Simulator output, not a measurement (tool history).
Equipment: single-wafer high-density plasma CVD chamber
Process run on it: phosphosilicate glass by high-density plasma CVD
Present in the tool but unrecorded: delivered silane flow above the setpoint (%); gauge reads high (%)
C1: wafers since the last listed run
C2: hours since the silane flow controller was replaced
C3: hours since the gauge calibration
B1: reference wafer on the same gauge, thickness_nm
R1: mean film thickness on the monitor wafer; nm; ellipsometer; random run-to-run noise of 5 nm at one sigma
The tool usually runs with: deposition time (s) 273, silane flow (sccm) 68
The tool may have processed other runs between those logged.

{"run": 1, "hour": 0.0, "deposition time (s)": 273, "silane flow (sccm)": 68, "C1": 0, "C2": 1602.3, "C3": 689.8, "B1": 1740.251, "R1": 1882.59}
{"run": 2, "hour": 107.0, "deposition time (s)": 273, "silane flow (sccm)": 68, "C1": 720, "C2": 1709.3, "C3": 796.8, "B1": 1740.988, "R1": 1870.902}
{"run": 3, "hour": 154.1, "deposition time (s)": 273, "silane flow (sccm)": 68, "C1": 317, "C2": 1756.4, "C3": 843.9, "B1": 1739.147, "R1": 1876.546}
{"run": 4, "hour": 258.8, "deposition time (s)": 273, "silane flow (sccm)": 68, "C1": 705, "C2": 1861.1, "C3": 948.6, "B1": 1739.595, "R1": 1887.531}
{"run": 5, "hour": 354.9, "deposition time (s)": 273, "silane flow (sccm)": 68, "C1": 647, "C2": 1957.2, "C3": 1044.7, "B1": 1741.293, "R1": 1878.544}
{"run": 6, "hour": 438.6, "deposition time (s)": 273, "silane flow (sccm)": 68, "C1": 563, "C2": 2040.9, "C3": 1128.4, "B1": 1742.571, "R1": 1883.868}
{"run": 7, "hour": 505.8, "deposition time (s)": 273, "silane flow (sccm)": 68, "C1": 452, "C2": 2108.1, "C3": 1195.6, "B1": 1741.252, "R1": 1895.81}
{"run": 8, "hour": 583.5, "deposition time (s)": 273, "silane flow (sccm)": 68, "C1": 523, "C2": 2185.8, "C3": 1273.3, "B1": 1740.909, "R1": 1887.231}
{"run": 9, "hour": 670.4, "deposition time (s)": 273, "silane flow (sccm)": 68, "C1": 585, "C2": 2272.7, "C3": 1360.2, "B1": 1738.733, "R1": 1885.023}
{"run": 10, "hour": 765.9, "deposition time (s)": 273, "silane flow (sccm)": 68, "C1": 643, "C2": 2368.2, "C3": 1455.7, "B1": 1741.527, "R1": 1891.464}
{"run": 11, "hour": 859.1, "deposition time (s)": 273, "silane flow (sccm)": 68, "C1": 627, "C2": 2461.4, "C3": 1548.9, "B1": 1743.1, "R1": 1885.602}
{"run": 12, "hour": 913.2, "deposition time (s)": 273, "silane flow (sccm)": 68, "C1": 364, "C2": 2515.5, "C3": 1603, "B1": 1740.258, "R1": 1889.924}
{"hour": 1086.2, "done": "gauge calibrated"}
{"run": 13, "hour": 1117.1, "deposition time (s)": 273, "silane flow (sccm)": 68, "C1": 1373, "C2": 2719.4, "C3": 30.9, "B1": 1740.401, "R1": 1892.463}
{"run": 14, "hour": 1185.3, "deposition time (s)": 273, "silane flow (sccm)": 68, "C1": 459, "C2": 2787.6, "C3": 99.1, "B1": 1740, "R1": 1893.485}
{"run": 15, "hour": 1249.4, "deposition time (s)": 273, "silane flow (sccm)": 68, "C1": 431, "C2": 2851.7, "C3": 163.2, "B1": 1740.829, "R1": 1884.808}
{"run": 16, "hour": 1355.6, "deposition time (s)": 273, "silane flow (sccm)": 68, "C1": 715, "C2": 2957.9, "C3": 269.4, "B1": 1741.523, "R1": 1901.625}
{"run": 17, "hour": 1442.0, "deposition time (s)": 273, "silane flow (sccm)": 68, "C1": 582, "C2": 3044.3, "C3": 355.8, "B1": 1737.648, "R1": 1893.864}
{"run": 18, "hour": 1517.4, "deposition time (s)": 273, "silane flow (sccm)": 68, "C1": 508, "C2": 3119.7, "C3": 431.2, "B1": 1739.827, "R1": 1892.29}
{"run": 19, "hour": 1561.2, "deposition time (s)": 273, "silane flow (sccm)": 79, "C1": 295, "C2": 3163.5, "C3": 475, "B1": 1740.297, "R1": 2198.142}
{"run": 20, "hour": 1633.9, "deposition time (s)": 225, "silane flow (sccm)": 68, "C1": 489, "C2": 3236.2, "C3": 547.7, "B1": 1739.14, "R1": 1558.515}
{"run": 21, "hour": 1708.9, "deposition time (s)": 232, "silane flow (sccm)": 63, "C1": 505, "C2": 3311.2, "C3": 622.7, "B1": 1737.702, "R1": 1496.591}
{"run": 22, "hour": 1810.6, "deposition time (s)": 256, "silane flow (sccm)": 60, "C1": 685, "C2": 3412.9, "C3": 724.4, "B1": 1739.534, "R1": 1575.738}
{"run": 23, "hour": 1898.4, "deposition time (s)": 273, "silane flow (sccm)": 68, "C1": 591, "C2": 3500.7, "C3": 812.2, "B1": 1739.616, "R1": 1896.805}
{"run": 24, "hour": 1991.1, "deposition time (s)": 234, "silane flow (sccm)": 68, "C1": 624, "C2": 3593.4, "C3": 904.9, "B1": 1741.779, "R1": 1627.27}
{"hour": 2005.3, "done": "silane flow controller replaced"}
{"run": 25, "hour": 2076.0, "deposition time (s)": 273, "silane flow (sccm)": 68, "C1": 518, "C2": 70.7, "C3": 989.8, "B1": 1740.584, "R1": 1843.726}
{"run": 26, "hour": 2142.8, "deposition time (s)": 273, "silane flow (sccm)": 68, "C1": 450, "C2": 137.5, "C3": 1056.6, "B1": 1740.584, "R1": 1852.729}
{"run": 27, "hour": 2238.1, "deposition time (s)": 230, "silane flow (sccm)": 55, "C1": 642, "C2": 232.8, "C3": 1151.9, "B1": 1739.51, "R1": 1261.962}
{"run": 28, "hour": 2312.4, "deposition time (s)": 294, "silane flow (sccm)": 68, "C1": 500, "C2": 307.1, "C3": 1226.2, "B1": 1739.959, "R1": 1994.259}
{"run": 29, "hour": 2383.7, "deposition time (s)": 273, "silane flow (sccm)": 74, "C1": 480, "C2": 378.4, "C3": 1297.5, "B1": 1739.145, "R1": 2017.226}
{"run": 30, "hour": 2425.6, "deposition time (s)": 230, "silane flow (sccm)": 61, "C1": 282, "C2": 420.3, "C3": 1339.4, "B1": 1741.123, "R1": 1396.279}
{"run": 31, "hour": 2479.6, "deposition time (s)": 224, "silane flow (sccm)": 62, "C1": 363, "C2": 474.3, "C3": 1393.4, "B1": 1740.785, "R1": 1381.628}
{"run": 32, "hour": 2537.8, "deposition time (s)": 273, "silane flow (sccm)": 68, "C1": 392, "C2": 532.5, "C3": 1451.6, "B1": 1741.821, "R1": 1856.596}
{"run": 33, "hour": 2627.3, "deposition time (s)": 273, "silane flow (sccm)": 72, "C1": 603, "C2": 622, "C3": 1541.1, "B1": 1741.853, "R1": 1961.42}

5 options for the next run, each taken on its own from the tool as it stands now. Forecast them:
{"run": "A", "hour": 2627.8, "deposition time (s)": 221, "silane flow (sccm)": 68, "C1": 3, "C2": 622.5, "C3": 1541.6, "B1": "?", "R1": "?"}
{"run": "B", "hour": 2627.8, "deposition time (s)": 300, "silane flow (sccm)": 81, "C1": 3, "C2": 622.5, "C3": 1541.6, "B1": "?", "R1": "?"}
{"run": "C", "hour": 2627.8, "deposition time (s)": 232, "silane flow (sccm)": 75, "C1": 3, "C2": 622.5, "C3": 1541.6, "B1": "?", "R1": "?"}
{"run": "D", "hour": 2627.8, "deposition time (s)": 229, "silane flow (sccm)": 68, "C1": 3, "C2": 622.5, "C3": 1541.6, "B1": "?", "R1": "?"}
{"run": "E", "hour": 2627.8, "deposition time (s)": 293, "silane flow (sccm)": 78, "C1": 3, "C2": 622.5, "C3": 1541.6, "B1": "?", "R1": "?"}

run=A B1=1740.525 R1=1507.038
run=B B1=1740.525 R1=2436.853
run=C B1=1740.525 R1=1744.907
run=D B1=1740.525 R1=1561.592
run=E B1=1740.525 R1=2291.845
The same runs, with their run-to-run variation unchanged, on a tool lacking any hidden condition would have given:
run=A R1=1509.559
run=B R1=2440.929
run=C R1=1747.826
run=D R1=1564.204
run=E R1=2295.679
